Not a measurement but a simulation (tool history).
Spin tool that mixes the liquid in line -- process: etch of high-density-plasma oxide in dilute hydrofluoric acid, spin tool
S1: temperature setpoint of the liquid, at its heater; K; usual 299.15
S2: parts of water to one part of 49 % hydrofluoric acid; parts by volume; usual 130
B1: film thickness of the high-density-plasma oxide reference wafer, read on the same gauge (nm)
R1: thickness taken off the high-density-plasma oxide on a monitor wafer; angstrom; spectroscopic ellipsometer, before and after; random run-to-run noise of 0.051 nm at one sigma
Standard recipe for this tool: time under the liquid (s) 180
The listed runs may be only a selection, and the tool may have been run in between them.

run 1 hour=0.0 | S1=299.15 S2=130 time_under_the_liquid_(s)=130 | B1=119.97 | R1=50.4
run 2 hour=73.0 | S1=299.15 S2=130 time_under_the_liquid_(s)=130 | B1=120.04 | R1=50.2
run 3 hour=155.9 | S1=299.15 S2=130 time_under_the_liquid_(s)=130 | B1=120.02 | R1=50.4
run 4 hour=208.8 | S1=299.15 S2=130 time_under_the_liquid_(s)=115 | B1=120.04 | R1=44.8
run 5 hour=252.3 | S1=299.15 S2=130 time_under_the_liquid_(s)=180 | B1=119.98 | R1=69.4
run 6 hour=308.7 | S1=299.15 S2=130 time_under_the_liquid_(s)=180 | B1=119.98 | R1=70.3
run 7 hour=406.4 | S1=299.15 S2=130 time_under_the_liquid_(s)=180 | B1=119.95 | R1=69.5
run 8 hour=449.3 | S1=299.15 S2=170 time_under_the_liquid_(s)=180 | B1=119.96 | R1=50.3
run 9 hour=538.7 | S1=299.15 S2=170 time_under_the_liquid_(s)=180 | B1=119.96 | R1=50.4
run 10 hour=625.5 | S1=296.65 S2=150 time_under_the_liquid_(s)=85 | B1=119.96 | R1=25.3
run 11 hour=687.8 | S1=302.15 S2=100 time_under_the_liquid_(s)=110 | B1=119.98 | R1=64.6
run 12 hour=785.7 | S1=302.65 S2=130 time_under_the_liquid_(s)=85 | B1=119.95 | R1=37.6
run 13 hour=842.5 | S1=302.15 S2=170 time_under_the_liquid_(s)=180 | B1=120.01 | R1=56.2
run 14 hour=904.1 | S1=299.15 S2=130 time_under_the_liquid_(s)=140 | B1=119.99 | R1=53.1
run 15 hour=958.2 | S1=299.15 S2=130 time_under_the_liquid_(s)=180 | B1=119.97 | R1=69.3
run 16 hour=1056.7 | S1=299.15 S2=130 time_under_the_liquid_(s)=130 | B1=119.99 | R1=50.3
run 17 hour=1121.3 | S1=303.15 S2=75 time_under_the_liquid_(s)=180 | B1=120.02 | R1=152.1
run 18 hour=1214.2 | S1=302.65 S2=130 time_under_the_liquid_(s)=140 | B1=119.99 | R1=60.9
run 19 hour=1280.3 | S1=299.15 S2=130 time_under_the_liquid_(s)=180 | B1=119.96 | R1=69.2

Removed from this log: 3 entries logged between the listed runs. Between which two listed runs does each belong, and how does the tool's hidden state at the listed run before it compare with that at the listed run after it?
From run 6 to run 7: hydrofluoric acid flow meter replaced (hour 400.0)
  nothing in the hidden state changes from one run to the other
From run 12 to run 13: thermometer replaced (hour 792.2)
  nothing in the hidden state changes from one run to the other
From run 14 to run 15: gauge calibrated (hour 943.9)
  nothing in the hidden state changes from one run to the other
